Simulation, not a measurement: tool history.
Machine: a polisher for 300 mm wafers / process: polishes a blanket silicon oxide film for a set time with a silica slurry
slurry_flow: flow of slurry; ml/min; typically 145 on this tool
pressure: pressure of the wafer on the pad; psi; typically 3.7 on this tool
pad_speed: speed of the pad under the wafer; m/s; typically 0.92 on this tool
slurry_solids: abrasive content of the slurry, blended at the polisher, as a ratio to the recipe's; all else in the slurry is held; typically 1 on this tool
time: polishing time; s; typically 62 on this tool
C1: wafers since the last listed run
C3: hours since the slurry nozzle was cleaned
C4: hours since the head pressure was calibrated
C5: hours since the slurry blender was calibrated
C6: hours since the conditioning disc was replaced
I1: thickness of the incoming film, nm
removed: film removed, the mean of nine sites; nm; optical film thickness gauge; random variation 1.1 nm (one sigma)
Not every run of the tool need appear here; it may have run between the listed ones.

Run 1, hour 0: usual settings but slurry_flow 175 ml/min; C1 0; wafers polished on this pad 1202; C3 543.2; C4 686.2; C5 248.9; C6 89.6; I1 1259.1. Result: removed 131.8 nm.
Run 2, hour 17: usual settings but time 51 s; C1 153; wafers polished on this pad 1356; C3 560.2; C4 703.2; C5 265.9; C6 106.6; I1 1276.4. Result: removed 105.3 nm.
Run 3, hour 36.3: usual settings; C1 174; wafers polished on this pad 1530; C3 579.5; C4 722.5; C5 285.2; C6 125.9; I1 1262.5. Result: removed 127.3 nm.
At hour 44.7: worn pad replaced by a new one.
Run 4, hour 63.5: usual settings but time 70 s; C1 209; wafers polished on this pad 169; C3 606.7; C4 749.7; C5 312.4; C6 153.1; I1 1266.8. Result: removed 144 nm.
Run 5, hour 76.9: usual settings but slurry_flow 170 ml/min, pressure 2.9 psi; C1 121; wafers polished on this pad 290; C3 620.1; C4 763.1; C5 325.8; C6 166.5; I1 1266.1. Result: removed 111.5 nm.
Run 6, hour 106.3: usual settings; C1 265; wafers polished on this pad 556; C3 649.5; C4 792.5; C5 355.2; C6 195.9; I1 1244.1. Result: removed 126.4 nm.
At hour 122.8: slurry nozzle cleaned.
Run 7, hour 124: usual settings but slurry_solids 1.15; C1 150; wafers polished on this pad 707; C3 1.2; C4 810.2; C5 372.9; C6 213.6; I1 1249.3. Result: removed 142.1 nm.
Run 8, hour 156.2: usual settings; C1 290; wafers polished on this pad 997; C3 33.4; C4 842.4; C5 405.1; C6 245.8; I1 1261.8. Result: removed 132.6 nm.
At hour 164.3: conditioning disc replaced and pad reconditioned.
At hour 176.2: slurry blender recalibrated.
Run 9, hour 188.2: usual settings; C1 252; wafers polished on this pad 1250; C3 65.4; C4 874.4; C5 12; C6 23.9; I1 1266.2. Result: removed 130.6 nm.
Run 10, hour 222.6: usual settings but slurry_flow 180 ml/min, pad_speed 0.68 m/s; C1 310; wafers polished on this pad 1561; C3 99.8; C4 908.8; C5 46.4; C6 58.3; I1 1247.3. Result: removed 105.8 nm.
At hour 235.8: head pressure recalibrated.
Run 11, hour 236.3: usual settings; C1 105; wafers polished on this pad 1667; C3 113.5; C4 0.5; C5 60.1; C6 72; I1 1260.2. Result: removed 129.3 nm.
Run 12, hour 250.5: usual settings but pressure 2.4 psi; C1 128; wafers polished on this pad 1795; C3 127.7; C4 14.7; C5 74.3; C6 86.2; I1 1267. Result: removed 99.5 nm.
At hour 269.9: worn pad replaced by a new one.
Run 13, hour 279.3: usual settings but time 73 s; C1 223; wafers polished on this pad 85; C3 156.5; C4 43.5; C5 103.1; C6 115; I1 1277.2. Result: removed 153.9 nm.
Run 14, hour 308.2: usual settings but pressure 3 psi, time 83 s; C1 260; wafers polished on this pad 345; C3 185.4; C4 72.4; C5 132; C6 143.9; I1 1258.5. Result: removed 153.5 nm.
Run 15, hour 338.1: usual settings but pressure 2.9 psi, pad_speed 1.06 m/s; C1 269; wafers polished on this pad 615; C3 215.3; C4 102.3; C5 161.9; C6 173.8; I1 1275.1. Result: removed 124.8 nm.
Run 16, hour 350.7: usual settings but pressure 4 psi, pad_speed 1.14 m/s; C1 113; wafers polished on this pad 729; C3 227.9; C4 114.9; C5 174.5; C6 186.4; I1 1242.3. Result: removed 161.9 nm.

Run 17 is up next; what results do you expect?
At hour 363.3: conditioning disc replaced and pad reconditioned.
Run 17, hour 371.1: usual settings but slurry_flow 115 ml/min, pressure 4.5 psi, pad_speed 1.06 m/s; C1 166; wafers polished on this pad 895; C3 248.3; C4 135.3; C5 194.9; C6 7.8; I1 1257.6. Result: removed ?.

Run 17 produced removed 157.8 nm.
Had the tool carried no hidden state, the very same run would have given removed 158.8 nm.

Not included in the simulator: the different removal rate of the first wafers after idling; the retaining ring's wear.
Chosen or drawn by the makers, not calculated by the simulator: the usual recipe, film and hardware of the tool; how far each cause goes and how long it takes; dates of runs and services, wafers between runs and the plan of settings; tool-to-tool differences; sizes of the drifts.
